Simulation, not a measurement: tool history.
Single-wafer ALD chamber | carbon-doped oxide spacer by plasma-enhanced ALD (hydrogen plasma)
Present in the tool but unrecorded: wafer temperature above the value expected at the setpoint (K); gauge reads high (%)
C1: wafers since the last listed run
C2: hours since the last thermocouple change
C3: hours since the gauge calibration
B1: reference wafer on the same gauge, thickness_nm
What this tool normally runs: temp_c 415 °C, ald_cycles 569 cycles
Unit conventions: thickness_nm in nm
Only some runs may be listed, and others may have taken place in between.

run 1 hour=0.0 | temp_c=415 ald_cycles=569 | C1=0 C2=2072.3 C3=293.7 | B1=31.025 | thickness_nm=27.752
run 2 hour=61.2 | temp_c=415 ald_cycles=569 | C1=41 C2=2133.5 C3=354.9 | B1=31.110 | thickness_nm=27.735
run 3 hour=94.8 | temp_c=423 ald_cycles=569 | C1=22 C2=2167.1 C3=388.5 | B1=31.119 | thickness_nm=27.216
run 4 hour=108.1 | temp_c=415 ald_cycles=569 | C1=8 C2=2180.4 C3=401.8 | B1=31.141 | thickness_nm=27.830
run 5 hour=125.0 | temp_c=415 ald_cycles=569 | C1=11 C2=2197.3 C3=418.7 | B1=31.135 | thickness_nm=27.865
run 6 hour=152.6 | temp_c=415 ald_cycles=569 | C1=18 C2=2224.9 C3=446.3 | B1=31.189 | thickness_nm=27.852
run 7 hour=175.1 | temp_c=415 ald_cycles=569 | C1=15 C2=2247.4 C3=468.8 | B1=31.216 | thickness_nm=27.852
run 8 hour=189.6 | temp_c=415 ald_cycles=569 | C1=9 C2=2261.9 C3=483.3 | B1=31.195 | thickness_nm=27.903
run 9 hour=225.5 | temp_c=415 ald_cycles=569 | C1=24 C2=2297.8 C3=519.2 | B1=31.245 | thickness_nm=27.924
run 10 hour=239.5 | temp_c=415 ald_cycles=569 | C1=9 C2=2311.8 C3=533.2 | B1=31.274 | thickness_nm=27.951
run 11 hour=268.1 | temp_c=403 ald_cycles=525 | C1=19 C2=2340.4 C3=561.8 | B1=31.261 | thickness_nm=26.667
run 12 hour=294.3 | temp_c=403 ald_cycles=525 | C1=17 C2=2366.6 C3=588.0 | B1=31.322 | thickness_nm=26.759
-- hour=305.4 thermocouple changed; heater temperature recalibrated
run 13 hour=314.4 | temp_c=415 ald_cycles=569 | C1=8 C2=9.0 C3=608.1 | B1=31.328 | thickness_nm=28.005
run 14 hour=327.0 | temp_c=415 ald_cycles=569 | C1=8 C2=21.6 C3=620.7 | B1=31.339 | thickness_nm=27.942
run 15 hour=352.2 | temp_c=415 ald_cycles=569 | C1=16 C2=46.8 C3=645.9 | B1=31.343 | thickness_nm=28.021
run 16 hour=365.9 | temp_c=403 ald_cycles=525 | C1=9 C2=60.5 C3=659.6 | B1=31.375 | thickness_nm=26.899
run 17 hour=393.4 | temp_c=401 ald_cycles=487 | C1=18 C2=88.0 C3=687.1 | B1=31.397 | thickness_nm=25.013
run 18 hour=418.0 | temp_c=430 ald_cycles=515 | C1=16 C2=112.6 C3=711.7 | B1=31.426 | thickness_nm=24.462
run 19 hour=431.0 | temp_c=407 ald_cycles=479 | C1=8 C2=125.6 C3=724.7 | B1=31.425 | thickness_nm=24.100
run 20 hour=460.5 | temp_c=421 ald_cycles=569 | C1=19 C2=155.1 C3=754.2 | B1=31.438 | thickness_nm=27.650
run 21 hour=479.8 | temp_c=415 ald_cycles=506 | C1=12 C2=174.4 C3=773.5 | B1=31.465 | thickness_nm=24.973
-- hour=492.2 gauge calibrated
run 22 hour=502.7 | temp_c=409 ald_cycles=505 | C1=15 C2=197.3 C3=10.5 | B1=30.857 | thickness_nm=24.929
run 23 hour=535.0 | temp_c=428 ald_cycles=615 | C1=21 C2=229.6 C3=42.8 | B1=30.870 | thickness_nm=28.704
run 24 hour=586.6 | temp_c=401 ald_cycles=569 | C1=34 C2=281.2 C3=94.4 | B1=30.915 | thickness_nm=28.674
run 25 hour=616.8 | temp_c=415 ald_cycles=569 | C1=20 C2=311.4 C3=124.6 | B1=30.960 | thickness_nm=27.765
run 26 hour=646.1 | temp_c=427 ald_cycles=533 | C1=19 C2=340.7 C3=153.9 | B1=30.976 | thickness_nm=25.169
run 27 hour=664.3 | temp_c=415 ald_cycles=569 | C1=12 C2=358.9 C3=172.1 | B1=30.994 | thickness_nm=27.684
run 28 hour=692.5 | temp_c=422 ald_cycles=459 | C1=18 C2=387.1 C3=200.3 | B1=31.013 | thickness_nm=21.979
run 29 hour=706.9 | temp_c=407 ald_cycles=569 | C1=9 C2=401.5 C3=214.7 | B1=31.016 | thickness_nm=28.301
run 30 hour=737.7 | temp_c=419 ald_cycles=599 | C1=20 C2=432.3 C3=245.5 | B1=31.038 | thickness_nm=28.959
run 31 hour=769.1 | temp_c=403 ald_cycles=615 | C1=21 C2=463.7 C3=276.9 | B1=31.073 | thickness_nm=31.063

Describe how what the log doesn't record of the tool's condition differs between the last listed run preceding each entry between runs and the first listed run following it.
Run 12 -> run 13: thermocouple changed; heater temperature recalibrated (hour 305.4)
  gauge reads high (%): 1.63 -> 1.68
  difference, measured minus the result without the unlogged condition, thickness_nm: +0.429 -> +0.464 nm
Run 21 -> run 22: gauge calibrated (hour 492.2)
  gauge reads high (%): 2.15 -> 0.148
  difference, measured minus the result without the unlogged condition, thickness_nm: +0.526 -> +0.036 nm
